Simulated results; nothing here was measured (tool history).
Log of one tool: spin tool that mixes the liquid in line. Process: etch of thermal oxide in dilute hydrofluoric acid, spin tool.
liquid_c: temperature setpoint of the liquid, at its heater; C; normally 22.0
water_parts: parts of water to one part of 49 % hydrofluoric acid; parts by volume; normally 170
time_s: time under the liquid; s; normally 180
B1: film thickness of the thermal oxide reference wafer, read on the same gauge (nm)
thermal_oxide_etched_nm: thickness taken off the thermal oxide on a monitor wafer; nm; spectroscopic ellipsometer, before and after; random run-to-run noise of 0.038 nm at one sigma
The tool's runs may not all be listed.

Run 1, day 0.000: usual settings but time_s 125 s; B1 29.996. Result: thermal_oxide_etched_nm 3.273 nm.
Run 2, day 1.179: usual settings but time_s 125 s; B1 29.998. Result: thermal_oxide_etched_nm 3.293 nm.
Run 3, day 2.962: usual settings but time_s 125 s; B1 29.961. Result: thermal_oxide_etched_nm 3.304 nm.
Run 4, day 3.862: usual settings but liquid_c 25.0 C, water_parts 215 parts by volume; B1 30.001. Result: thermal_oxide_etched_nm 3.983 nm.
Run 5, day 4.567: usual settings but liquid_c 25.0 C, water_parts 215 parts by volume; B1 30.028. Result: thermal_oxide_etched_nm 3.981 nm.
Run 6, day 5.200: usual settings but time_s 230 s; B1 29.964. Result: thermal_oxide_etched_nm 6.038 nm.
Run 7, day 6.375: usual settings but time_s 230 s; B1 29.968. Result: thermal_oxide_etched_nm 6.161 nm.
Run 8, day 7.296: usual settings but time_s 150 s; B1 30.005. Result: thermal_oxide_etched_nm 3.978 nm.
Run 9, day 8.704: usual settings but time_s 150 s; B1 29.975. Result: thermal_oxide_etched_nm 3.976 nm.
Run 10, day 10.150: usual settings; B1 29.959. Result: thermal_oxide_etched_nm 4.794 nm.
Run 11, day 11.525: usual settings; B1 29.995. Result: thermal_oxide_etched_nm 4.760 nm.
Run 12, day 12.229: usual settings; B1 29.993. Result: thermal_oxide_etched_nm 4.703 nm.
Run 13, day 13.054: usual settings; B1 29.999. Result: thermal_oxide_etched_nm 4.805 nm.
Run 14, day 13.879: usual settings; B1 29.990. Result: thermal_oxide_etched_nm 4.760 nm.
Run 15, day 15.325: usual settings but time_s 155 s; B1 29.999. Result: thermal_oxide_etched_nm 4.129 nm.
At day 15.758: thermometer replaced.
Run 16, day 16.208: usual settings but time_s 155 s; B1 30.016. Result: thermal_oxide_etched_nm 3.714 nm.
Run 17, day 20.275: usual settings but liquid_c 23.5 C, water_parts 240 parts by volume, time_s 80 s; B1 30.002. Result: thermal_oxide_etched_nm 1.347 nm.
Run 18, day 21.708: usual settings but water_parts 220 parts by volume; B1 29.974. Result: thermal_oxide_etched_nm 3.206 nm.
Run 19, day 22.917: usual settings; B1 30.004. Result: thermal_oxide_etched_nm 4.454 nm.
At day 23.696: gauge calibrated.
Run 20, day 24.267: usual settings; B1 29.988. Result: thermal_oxide_etched_nm 4.411 nm.
At day 24.938: hydrofluoric acid flow meter replaced.
Run 21, day 25.762: usual settings but liquid_c 20.0 C, water_parts 220 parts by volume, time_s 85 s; B1 29.968. Result: thermal_oxide_etched_nm 1.415 nm.
Run 22, day 27.075: usual settings but liquid_c 19.0 C, water_parts 105 parts by volume, time_s 140 s; B1 29.993. Result: thermal_oxide_etched_nm 5.215 nm.
Run 23, day 28.029: usual settings but liquid_c 25.0 C, water_parts 215 parts by volume; B1 30.011. Result: thermal_oxide_etched_nm 3.726 nm.
Run 24, day 29.058: usual settings but liquid_c 19.5 C, water_parts 120 parts by volume, time_s 110 s; B1 30.000. Result: thermal_oxide_etched_nm 3.662 nm.
Run 25, day 29.875: usual settings but liquid_c 19.0 C, water_parts 240 parts by volume, time_s 85 s; B1 29.996. Result: thermal_oxide_etched_nm 1.254 nm.
Run 26, day 30.562: usual settings but liquid_c 19.0 C, water_parts 120 parts by volume, time_s 230 s; B1 30.023. Result: thermal_oxide_etched_nm 7.625 nm.
Run 27, day 31.567: usual settings but liquid_c 26.0 C, water_parts 130 parts by volume, time_s 75 s; B1 30.008. Result: thermal_oxide_etched_nm 2.937 nm.
Run 28, day 32.938: usual settings but time_s 75 s; B1 29.982. Result: thermal_oxide_etched_nm 1.839 nm.
Run 29, day 34.096: usual settings but time_s 245 s; B1 30.043. Result: thermal_oxide_etched_nm 6.152 nm.
Run 30, day 35.204: usual settings but water_parts 125 parts by volume, time_s 95 s; B1 29.984. Result: thermal_oxide_etched_nm 3.340 nm.
Run 31, day 35.762: usual settings; B1 29.996. Result: thermal_oxide_etched_nm 4.465 nm.
Run 32, day 36.950: usual settings but time_s 75 s; B1 30.002. Result: thermal_oxide_etched_nm 1.884 nm.
Run 33, day 38.392: usual settings but liquid_c 23.5 C; B1 29.999. Result: thermal_oxide_etched_nm 4.698 nm.
Run 34, day 39.238: usual settings; B1 29.996. Result: thermal_oxide_etched_nm 4.482 nm.
Run 35, day 40.096: usual settings but liquid_c 24.5 C, water_parts 95 parts by volume, time_s 230 s; B1 30.009. Result: thermal_oxide_etched_nm 12.271 nm.

Predict each of these 3 candidate next runs independently; none follows another, all start after run 35:
Run A, day 40.117: usual settings but water_parts 145 parts by volume; B1 ?. Result: thermal_oxide_etched_nm ?.
Run B, day 40.117: usual settings but liquid_c 25.5 C, water_parts 95 parts by volume, time_s 280 s; B1 ?. Result: thermal_oxide_etched_nm ?.
Run C, day 40.117: usual settings but liquid_c 20.0 C, water_parts 100 parts by volume, time_s 220 s; B1 ?. Result: thermal_oxide_etched_nm ?.

run      B1  thermal_oxide_etched_nm
  A  30.001                    5.361
  B  30.001                   15.492
  C  30.001                    9.230
Without the tool's unlogged condition, the same runs would have read:
run  thermal_oxide_etched_nm
  A                    5.207
  B                   15.045
  C                    8.951

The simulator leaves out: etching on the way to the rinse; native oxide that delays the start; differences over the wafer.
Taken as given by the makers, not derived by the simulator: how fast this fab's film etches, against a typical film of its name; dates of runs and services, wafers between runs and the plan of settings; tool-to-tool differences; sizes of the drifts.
